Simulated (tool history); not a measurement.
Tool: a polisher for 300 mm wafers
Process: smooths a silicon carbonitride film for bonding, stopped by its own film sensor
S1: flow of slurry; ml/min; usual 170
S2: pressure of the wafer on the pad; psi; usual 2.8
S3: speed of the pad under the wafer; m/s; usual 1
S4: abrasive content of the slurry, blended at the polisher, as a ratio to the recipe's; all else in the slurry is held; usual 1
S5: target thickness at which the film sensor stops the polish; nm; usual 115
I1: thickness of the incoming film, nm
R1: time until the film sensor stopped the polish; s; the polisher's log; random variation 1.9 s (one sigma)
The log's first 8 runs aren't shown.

Run 9, hour 159.8: usual settings but S5 119 nm; I1 150.3. Result: R1 100.2 s.
Run 10, hour 189.9: usual settings but S3 0.72 m/s, S4 1.3, S5 108 nm; I1 148. Result: R1 146.7 s.
Run 11, hour 202.3: usual settings but S1 215 ml/min; I1 151.2. Result: R1 114.6 s.
Run 12, hour 219.7: usual settings but S1 195 ml/min, S2 2.5 psi, S3 1.1 m/s; I1 149.8. Result: R1 116.3 s.
At hour 246.2: slurry blender recalibrated.
Run 13, hour 255.4: usual settings but S1 140 ml/min, S2 2.5 psi, S3 1.24 m/s; I1 149.2. Result: R1 111.5 s.
Run 14, hour 277.7: usual settings but S1 120 ml/min, S3 0.78 m/s, S4 0.85, S5 123 nm; I1 149.9. Result: R1 113.7 s.
Run 15, hour 300.6: usual settings but S3 0.72 m/s, S4 1.3, S5 108 nm; I1 151.1. Result: R1 158.5 s.
Run 16, hour 332.8: usual settings but S2 1.8 psi, S3 1.12 m/s, S4 0.75, S5 107 nm; I1 148.4. Result: R1 222.1 s.
Run 17, hour 364.7: usual settings; I1 149.4. Result: R1 114 s.

The next listed run, before its measurement:
At hour 370.7: worn pad replaced by a new one.
At hour 384.3: slurry nozzle cleaned.
Run 18, hour 385.1: usual settings but S1 145 ml/min, S4 1.2; I1 150.6. Result: R1 ?.

R1: 116.7 s
Without the tool's hidden state the same run would have given R1 102.1 s.
